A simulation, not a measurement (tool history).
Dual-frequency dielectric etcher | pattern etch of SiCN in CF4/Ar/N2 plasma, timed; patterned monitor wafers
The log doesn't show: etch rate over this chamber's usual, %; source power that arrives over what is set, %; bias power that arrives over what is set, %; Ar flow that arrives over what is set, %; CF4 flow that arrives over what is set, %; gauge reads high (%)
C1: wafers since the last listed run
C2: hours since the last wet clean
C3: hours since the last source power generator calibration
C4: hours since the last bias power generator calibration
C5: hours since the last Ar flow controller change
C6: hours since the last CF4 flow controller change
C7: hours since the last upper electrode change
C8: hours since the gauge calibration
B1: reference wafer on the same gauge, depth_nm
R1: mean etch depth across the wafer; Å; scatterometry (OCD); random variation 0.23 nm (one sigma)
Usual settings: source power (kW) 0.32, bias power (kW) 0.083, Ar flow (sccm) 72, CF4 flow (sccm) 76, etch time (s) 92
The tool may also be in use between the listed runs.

Run 1, day 0: usual settings but CF4 flow (sccm) 81; C1 0; C2 283; C3 1951.7; C4 2481.2; C5 1851.6; C6 127.1; C7 0.5; C8 917.7; B1 71.1. Result: R1 639 Å.
Run 2, day 0.017: usual settings but etch time (s) 105; C1 5; C2 283.4; C3 1952.1; C4 2481.6; C5 1852; C6 127.5; C7 0.9; C8 918.1; B1 71.2. Result: R1 718 Å.
Run 3, day 0.612: usual settings but Ar flow (sccm) 57; C1 192; C2 297.7; C3 1966.4; C4 2495.9; C5 1866.3; C6 141.8; C7 15.2; C8 932.4; B1 71.1. Result: R1 649 Å.
Run 4, day 1.117: usual settings but source power (kW) 0.29; C1 163; C2 309.8; C3 1978.5; C4 2508; C5 1878.4; C6 153.9; C7 27.3; C8 944.5; B1 71.1. Result: R1 569 Å.
Run 5, day 2.433: usual settings but CF4 flow (sccm) 61; C1 425; C2 341.4; C3 2010.1; C4 2539.6; C5 1910; C6 185.5; C7 58.9; C8 976.1; B1 71.3. Result: R1 619 Å.
Run 6, day 3.525: usual settings; C1 353; C2 367.6; C3 2036.3; C4 2565.8; C5 1936.2; C6 211.7; C7 85.1; C8 1002.3; B1 71.2. Result: R1 634 Å.
Run 7, day 4.746: usual settings but etch time (s) 65; C1 394; C2 396.9; C3 2065.6; C4 2595.1; C5 1965.5; C6 241; C7 114.4; C8 1031.6; B1 71.1. Result: R1 449 Å.
Run 8, day 5.792: usual settings but bias power (kW) 0.077; C1 338; C2 422; C3 2090.7; C4 2620.2; C5 1990.6; C6 266.1; C7 139.5; C8 1056.7; B1 71.1. Result: R1 613 Å.
Run 9, day 6.667: usual settings but bias power (kW) 0.099, etch time (s) 77; C1 282; C2 443; C3 2111.7; C4 2641.2; C5 2011.6; C6 287.1; C7 160.5; C8 1077.7; B1 71.3. Result: R1 573 Å.
Run 10, day 7.717: usual settings but source power (kW) 0.25, bias power (kW) 0.073, Ar flow (sccm) 62, etch time (s) 100; C1 339; C2 468.2; C3 2136.9; C4 2666.4; C5 2036.8; C6 312.3; C7 185.7; C8 1102.9; B1 71. Result: R1 507 Å.
At day 9.088: wet clean of the chamber.
Run 11, day 9.108: usual settings; C1 126; C2 0.5; C3 2170.3; C4 2699.8; C5 2070.2; C6 345.7; C7 219.1; C8 1136.3; B1 71.2. Result: R1 641 Å.
At day 9.75: Ar flow controller replaced.
At day 9.812: bias power generator calibrated.
Run 12, day 10.029: usual settings but source power (kW) 0.29, Ar flow (sccm) 80, etch time (s) 109.5; C1 196; C2 22.6; C3 2192.4; C4 5.2; C5 6.7; C6 367.8; C7 241.2; C8 1158.4; B1 71.1. Result: R1 671 Å.
At day 10.392: gauge calibrated.
At day 11.017: source power generator calibrated.
Run 13, day 11.038: usual settings but etch time (s) 86; C1 272; C2 46.8; C3 0.5; C4 29.4; C5 30.9; C6 392; C7 265.4; C8 15.5; B1 71.1. Result: R1 570 Å.
Run 14, day 11.742: usual settings but source power (kW) 0.26, bias power (kW) 0.089, CF4 flow (sccm) 58, etch time (s) 74; C1 227; C2 63.7; C3 17.4; C4 46.3; C5 47.8; C6 408.9; C7 282.3; C8 32.4; B1 71.1. Result: R1 390 Å.
Run 15, day 12.508: usual settings but source power (kW) 0.36, bias power (kW) 0.064, CF4 flow (sccm) 62, etch time (s) 79.5; C1 247; C2 82.1; C3 35.8; C4 64.7; C5 66.2; C6 427.3; C7 300.7; C8 50.8; B1 71. Result: R1 509 Å.
Run 16, day 13.05: usual settings but bias power (kW) 0.096; C1 175; C2 95.1; C3 48.8; C4 77.7; C5 79.2; C6 440.3; C7 313.7; C8 63.8; B1 71.1. Result: R1 656 Å.
Run 17, day 13.979: usual settings but etch time (s) 104; C1 300; C2 117.4; C3 71.1; C4 100; C5 101.5; C6 462.6; C7 336; C8 86.1; B1 71.1. Result: R1 692 Å.
Run 18, day 15.421: usual settings; C1 466; C2 152; C3 105.7; C4 134.6; C5 136.1; C6 497.2; C7 370.6; C8 120.7; B1 71.1. Result: R1 610 Å.
Run 19, day 16.058: usual settings but etch time (s) 104; C1 206; C2 167.3; C3 121; C4 149.9; C5 151.4; C6 512.5; C7 385.9; C8 136; B1 71.1. Result: R1 694 Å.
Run 20, day 17.15: usual settings but Ar flow (sccm) 60, etch time (s) 66.5; C1 353; C2 193.5; C3 147.2; C4 176.1; C5 177.6; C6 538.7; C7 412.1; C8 162.2; B1 71.2. Result: R1 449 Å.
Run 21, day 17.812: usual settings but bias power (kW) 0.068, Ar flow (sccm) 67, CF4 flow (sccm) 95, etch time (s) 76.5; C1 214; C2 209.4; C3 163.1; C4 192; C5 193.5; C6 554.6; C7 428; C8 178.1; B1 71. Result: R1 481 Å.
Run 22, day 19.267: usual settings but CF4 flow (sccm) 90, etch time (s) 99.5; C1 470; C2 244.3; C3 198; C4 226.9; C5 228.4; C6 589.5; C7 462.9; C8 213; B1 71.3. Result: R1 680 Å.

3 ways to go on from here, each from the tool as it stands after run 22. What would each give?
Run A, day 19.283: usual settings but bias power (kW) 0.099; C1 5; C2 244.7; C3 198.4; C4 227.3; C5 228.8; C6 589.9; C7 463.3; C8 213.4; B1 ?. Result: R1 ?.
Run B, day 19.283: usual settings but bias power (kW) 0.068, Ar flow (sccm) 89, CF4 flow (sccm) 66; C1 5; C2 244.7; C3 198.4; C4 227.3; C5 228.8; C6 589.9; C7 463.3; C8 213.4; B1 ?. Result: R1 ?.
Run C, day 19.283: usual settings but source power (kW) 0.4, Ar flow (sccm) 57, etch time (s) 73; C1 5; C2 244.7; C3 198.4; C4 227.3; C5 228.8; C6 589.9; C7 463.3; C8 213.4; B1 ?. Result: R1 ?.

run    B1   R1
  A  71.1  665
  B  71.1  530
  C  71.1  630
Without the tool's hidden state the same runs would have given:
run   R1
  A  664
  B  529
  C  629
